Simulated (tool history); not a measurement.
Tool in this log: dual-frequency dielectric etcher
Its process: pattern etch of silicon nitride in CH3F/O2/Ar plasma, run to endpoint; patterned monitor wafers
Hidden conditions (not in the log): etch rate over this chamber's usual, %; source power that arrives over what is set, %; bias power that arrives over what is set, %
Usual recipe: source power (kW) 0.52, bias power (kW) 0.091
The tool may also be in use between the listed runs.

| run | hour | source power (kW) | bias power (kW) | wafers since the last listed run | hours since the last wet clean | hours since the last source power generator calibration | hours since the last bias power generator calibration | hours since the last upper electrode change | incoming incoming film thickness, nm | endpoint time (s) |
|---|---|---|---|---|---|---|---|---|---|---|
| 1 | 0 | 0.52 | 0.091 | 0 | 467.8 | 2599.8 | 4391 | 3347.5 | 48.88 | 64.3 |
| 2 | 88.3 | 0.52 | 0.091 | 798 | 556.1 | 2688.1 | 4479.3 | 3435.8 | 49 | 66.1 |
|  | 124.8 | wet clean of the chamber |
| 3 | 187.4 | 0.52 | 0.091 | 678 | 62.6 | 2787.2 | 4578.4 | 3534.9 | 48.74 | 61.9 |
| 4 | 237.5 | 0.52 | 0.091 | 452 | 112.7 | 2837.3 | 4628.5 | 3585 | 49.24 | 63 |
| 5 | 345.1 | 0.52 | 0.091 | 972 | 220.3 | 2944.9 | 4736.1 | 3692.6 | 48.58 | 63.2 |
| 6 | 414.1 | 0.42 | 0.086 | 623 | 289.3 | 3013.9 | 4805.1 | 3761.6 | 48.47 | 71.2 |
| 7 | 463.9 | 0.42 | 0.086 | 450 | 339.1 | 3063.7 | 4854.9 | 3811.4 | 48.88 | 72 |
| 8 | 540.6 | 0.48 | 0.108 | 693 | 415.8 | 3140.4 | 4931.6 | 3888.1 | 48.78 | 62.1 |
|  | 608.9 | source power generator calibrated |
| 9 | 645.7 | 0.39 | 0.072 | 914 | 520.9 | 36.8 | 5036.7 | 3993.2 | 48.41 | 81.5 |
| 10 | 722.7 | 0.56 | 0.112 | 696 | 597.9 | 113.8 | 5113.7 | 4070.2 | 48.31 | 58.3 |
|  | 730 | bias power generator calibrated |
|  | 755.4 | wet clean of the chamber |
| 11 | 808.3 | 0.52 | 0.091 | 520 | 52.9 | 199.4 | 78.3 | 4155.8 | 49.01 | 62.6 |
|  | 853.7 | upper electrode replaced |
| 12 | 907.3 | 0.6 | 0.109 | 678 | 151.9 | 298.4 | 177.3 | 53.6 | 48.51 | 55 |
| 13 | 1046.8 | 0.41 | 0.11 | 1261 | 291.4 | 437.9 | 316.8 | 193.1 | 48.31 | 63 |
| 14 | 1121.7 | 0.52 | 0.091 | 677 | 366.3 | 512.8 | 391.7 | 268 | 48.85 | 64.5 |
| 15 | 1202.3 | 0.46 | 0.082 | 728 | 446.9 | 593.4 | 472.3 | 348.6 | 48.85 | 70.9 |

Here are 3 independent what-if runs from the current tool condition. What would each one return?
| A | 1202.7 | 0.52 | 0.091 | 3 | 447.3 | 593.8 | 472.7 | 349 | 49.19 | ? |
| B | 1202.7 | 0.43 | 0.07 | 3 | 447.3 | 593.8 | 472.7 | 349 | 49.19 | ? |
| C | 1202.7 | 0.52 | 0.102 | 3 | 447.3 | 593.8 | 472.7 | 349 | 49.19 | ? |

| run | endpoint time (s) |
|---|---|
| A | 64.3 |
| B | 78.2 |
| C | 61.1 |
With the hidden condition removed and each run's random variation left untouched, the same runs would have given:
| run | endpoint time (s) |
|---|---|
| A | 62.4 |
| B | 75.9 |
| C | 59.3 |

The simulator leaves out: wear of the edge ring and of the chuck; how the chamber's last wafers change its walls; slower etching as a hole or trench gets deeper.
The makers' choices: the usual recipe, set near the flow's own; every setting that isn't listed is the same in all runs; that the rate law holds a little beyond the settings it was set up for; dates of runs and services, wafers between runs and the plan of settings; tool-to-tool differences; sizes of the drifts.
